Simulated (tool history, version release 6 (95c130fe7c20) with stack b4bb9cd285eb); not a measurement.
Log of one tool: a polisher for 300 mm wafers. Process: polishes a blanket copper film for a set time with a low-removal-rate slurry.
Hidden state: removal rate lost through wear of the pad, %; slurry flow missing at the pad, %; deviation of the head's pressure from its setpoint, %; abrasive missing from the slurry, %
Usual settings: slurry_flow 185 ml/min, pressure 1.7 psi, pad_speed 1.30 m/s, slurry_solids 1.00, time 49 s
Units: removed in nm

| run | hour | slurry_flow | pressure | pad_speed | slurry_solids | time | wafers since the last listed run | wafers polished on this pad | hours since the slurry nozzle was cleaned | hours since the head pressure was calibrated | hours since the slurry blender was calibrated | incoming thickness of the incoming film, nm | removed |
|---|---|---|---|---|---|---|---|---|---|---|---|---|---|
| 1 | 0.0 | 185 | 1.7 | 1.30 | 1.00 | 49 | 0 | 455 | 43.2 | 1068.8 | 57.6 | 1222.8 | 90.9 |
| 2 | 17.6 | 185 | 1.7 | 1.30 | 1.00 | 49 | 235 | 691 | 60.8 | 1086.4 | 75.2 | 1227.5 | 89.6 |
|  | 37.0 | slurry blender recalibrated |
| 3 | 37.5 | 185 | 1.7 | 1.30 | 1.00 | 49 | 239 | 931 | 80.7 | 1106.3 | 0.5 | 1200.3 | 91.5 |
| 4 | 43.0 | 185 | 1.7 | 1.66 | 1.00 | 49 | 73 | 1005 | 86.2 | 1111.8 | 6.0 | 1214.9 | 109.8 |
| 5 | 60.4 | 185 | 1.7 | 1.66 | 1.00 | 49 | 233 | 1238 | 103.6 | 1129.2 | 23.4 | 1210.9 | 111.5 |
| 6 | 67.7 | 185 | 1.7 | 1.66 | 1.00 | 49 | 97 | 1336 | 110.9 | 1136.5 | 30.7 | 1209.0 | 108.7 |
|  | 73.5 | head pressure recalibrated |
|  | 75.9 | worn pad replaced by a new one |
| 7 | 76.4 | 185 | 1.4 | 1.30 | 1.00 | 49 | 57 | 6 | 119.6 | 2.9 | 39.4 | 1227.1 | 75.9 |
| 8 | 89.9 | 185 | 1.4 | 1.30 | 1.00 | 49 | 180 | 187 | 133.1 | 16.4 | 52.9 | 1207.0 | 76.5 |
| 9 | 96.4 | 185 | 1.4 | 1.30 | 1.00 | 49 | 87 | 274 | 139.6 | 22.9 | 59.4 | 1201.5 | 75.7 |
| 10 | 108.9 | 185 | 1.7 | 1.30 | 1.15 | 60 | 167 | 442 | 152.1 | 35.4 | 71.9 | 1201.1 | 115.0 |
| 11 | 124.3 | 185 | 1.9 | 1.30 | 0.85 | 49 | 206 | 648 | 167.5 | 50.8 | 87.3 | 1223.3 | 99.1 |
| 12 | 132.2 | 205 | 1.7 | 1.46 | 0.80 | 41 | 105 | 754 | 175.4 | 58.7 | 95.2 | 1200.9 | 79.1 |
| 13 | 144.9 | 185 | 1.7 | 1.72 | 0.90 | 53 | 170 | 924 | 188.1 | 71.4 | 107.9 | 1207.5 | 116.9 |
|  | 156.2 | slurry blender recalibrated |
|  | 159.7 | worn pad replaced by a new one |
| 14 | 160.2 | 215 | 1.7 | 1.30 | 1.00 | 33 | 131 | 6 | 203.4 | 86.7 | 4.0 | 1231.6 | 62.5 |
| 15 | 167.2 | 250 | 2.1 | 1.30 | 1.30 | 35 | 93 | 100 | 210.4 | 93.7 | 11.0 | 1204.8 | 89.7 |
| 16 | 183.8 | 155 | 1.7 | 1.68 | 1.25 | 38 | 222 | 322 | 227.0 | 110.3 | 27.6 | 1197.8 | 88.8 |
| 17 | 193.8 | 185 | 1.7 | 1.30 | 1.00 | 49 | 133 | 456 | 237.0 | 120.3 | 37.6 | 1190.2 | 90.2 |
| 18 | 208.6 | 185 | 1.7 | 0.98 | 1.00 | 49 | 198 | 655 | 251.8 | 135.1 | 52.4 | 1200.2 | 73.6 |
| 19 | 220.7 | 185 | 1.7 | 1.54 | 1.00 | 49 | 162 | 817 | 263.9 | 147.2 | 64.5 | 1199.0 | 104.8 |
|  | 222.5 | slurry nozzle cleaned |
| 20 | 227.3 | 125 | 1.7 | 0.98 | 0.80 | 49 | 75 | 892 | 4.8 | 153.8 | 71.1 | 1197.8 | 65.9 |
| 21 | 237.7 | 185 | 1.7 | 1.30 | 1.00 | 49 | 139 | 1031 | 15.2 | 164.2 | 81.5 | 1215.8 | 90.8 |
| 22 | 246.1 | 185 | 1.7 | 1.30 | 1.00 | 49 | 112 | 1144 | 23.6 | 172.6 | 89.9 | 1197.4 | 89.9 |

Run 23 comes next. What will it give?
|  | 258.8 | worn pad replaced by a new one |
| 23 | 261.0 | 185 | 1.7 | 1.30 | 1.00 | 49 | 146 | 28 | 38.5 | 187.5 | 104.8 | 1192.9 | ? |

Run 23 gave removed 90.0 nm.
Without the tool's hidden state the same run would have given removed 90.0 nm.
